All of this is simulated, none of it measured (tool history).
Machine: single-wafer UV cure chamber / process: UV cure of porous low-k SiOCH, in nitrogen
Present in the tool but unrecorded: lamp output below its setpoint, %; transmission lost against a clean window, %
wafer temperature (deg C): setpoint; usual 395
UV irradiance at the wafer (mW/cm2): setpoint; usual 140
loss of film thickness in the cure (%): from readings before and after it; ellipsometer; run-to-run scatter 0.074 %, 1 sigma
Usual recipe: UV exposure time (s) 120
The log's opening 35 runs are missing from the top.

run	hour	wafer temperature (deg C)	UV exposure time (s)	UV irradiance at the wafer (mW/cm2)	wafers since the last listed run	hours since the UV bulbs were replaced	wafers since the quartz window was cleaned	loss of film thickness in the cure (%)
36	1995.1	412	55	165	283	963.2	892	6.750
37	2046.0	395	120	140	302	1014.1	1195	9.086
38	2101.2	395	120	165	328	1069.3	1523	9.581
39	2161.5	395	170	119	358	1129.6	1882	9.593
40	2202.1	403	170	177	241	1170.2	2123	11.397
# hour 2377.1: quartz window cleaned
41	2385.6	405	120	129	1043	1353.7	50	8.579
42	2433.2	395	145	171	283	1401.3	333	10.346
43	2499.6	405	120	140	394	1467.7	728	8.654
44	2538.2	395	85	176	229	1506.3	957	8.091
45	2575.7	395	120	140	222	1543.8	1180	8.494
46	2606.8	395	85	153	184	1574.9	1365	7.381
47	2646.7	415	55	114	237	1614.8	1603	4.924
48	2694.7	407	65	177	285	1662.8	1888	6.893
# hour 2705.0: UV bulbs replaced
49	2741.0	395	120	167	227	36.0	2116	9.941

Below are 4 alternative next runs, each starting from the tool's condition after run 49. Predict each:
A	2741.5	395	120	140	2	36.5	2119	?
B	2741.5	384	120	140	2	36.5	2119	?
C	2741.5	375	85	140	2	36.5	2119	?
D	2741.5	404	60	174	2	36.5	2119	?

run	loss of film thickness in the cure (%)
A	9.250
B	9.068
C	7.522
D	7.460
Stripped of hidden state, with their random variation kept, the same runs would have yielded:
run	loss of film thickness in the cure (%)
A	9.327
B	9.145
C	7.595
D	7.532
